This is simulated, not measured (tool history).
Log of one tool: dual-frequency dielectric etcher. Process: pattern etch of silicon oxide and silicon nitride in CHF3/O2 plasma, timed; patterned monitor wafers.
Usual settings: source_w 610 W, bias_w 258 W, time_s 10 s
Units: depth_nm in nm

run,day,source_w,bias_w,time_s,"read-back reference wafer on the same gauge, depth_nm",depth_nm
1,0,610,276,10,22.76,21.13
2,3.875,610,276,10,22.79,21.39
3,6.362,610,258,10,22.78,20.73
4,7.888,610,258,10,22.78,20.77
5,9.208,610,284,10,22.84,21.68
6,10.317,610,284,10,22.79,21.66
7,13.179,610,284,10,22.78,21.84
8,15.85,610,258,10,22.78,20.97
# day 17.5: upper electrode replaced
# day 18.375: wet clean of the chamber
9,18.396,610,258,10,22.77,20.63
10,19.35,610,258,10,22.81,20.75
# day 20.312: source power generator calibrated
11,20.683,610,258,10,22.78,20.66
12,23.083,710,258,10,22.82,22.66
13,24.392,610,258,10,22.81,20.78
14,26.996,700,302,11,22.77,26.41
15,29.592,570,258,10,22.79,19.97
# day 30.429: bias power generator calibrated
16,30.871,610,258,10,22.81,20.51
17,33.183,610,258,10,22.81,20.48
18,34.942,610,276,10,22.83,21.21
19,36.058,730,258,8,22.81,18.39
# day 36.621: gauge calibrated
20,38.492,610,295,10,22.83,21.9
# day 41.896: wet clean of the chamber
21,41.917,650,300,7,22.79,15.85
22,42.65,610,258,10,22.79,20.47
23,44.283,760,258,10,22.79,23.21
24,46.346,610,258,12,22.8,24.6
25,47.958,710,198,10,22.77,20.04
26,48.971,610,258,10,22.79,20.65
27,50.112,760,258,9,22.79,21.07
28,53.017,540,288,10,22.82,20.09
29,55.633,700,258,8.5,22.8,19.16

5 ways to go on from here, each from the tool as it stands after run 29. What would each give?
A,55.65,510,258,10,?,?
B,55.65,690,258,8,?,?
C,55.65,610,313,10,?,?
D,55.65,750,308,7.5,?,?
E,55.65,610,237,11,?,?

run,"read-back reference wafer on the same gauge, depth_nm",depth_nm
A,22.81,18.54
B,22.81,17.86
C,22.81,22.59
D,22.81,18.91
E,22.81,22.03
Without the tool's hidden state the same runs would have given:
run,depth_nm
A,17.93
B,17.28
C,21.85
D,18.29
E,21.32
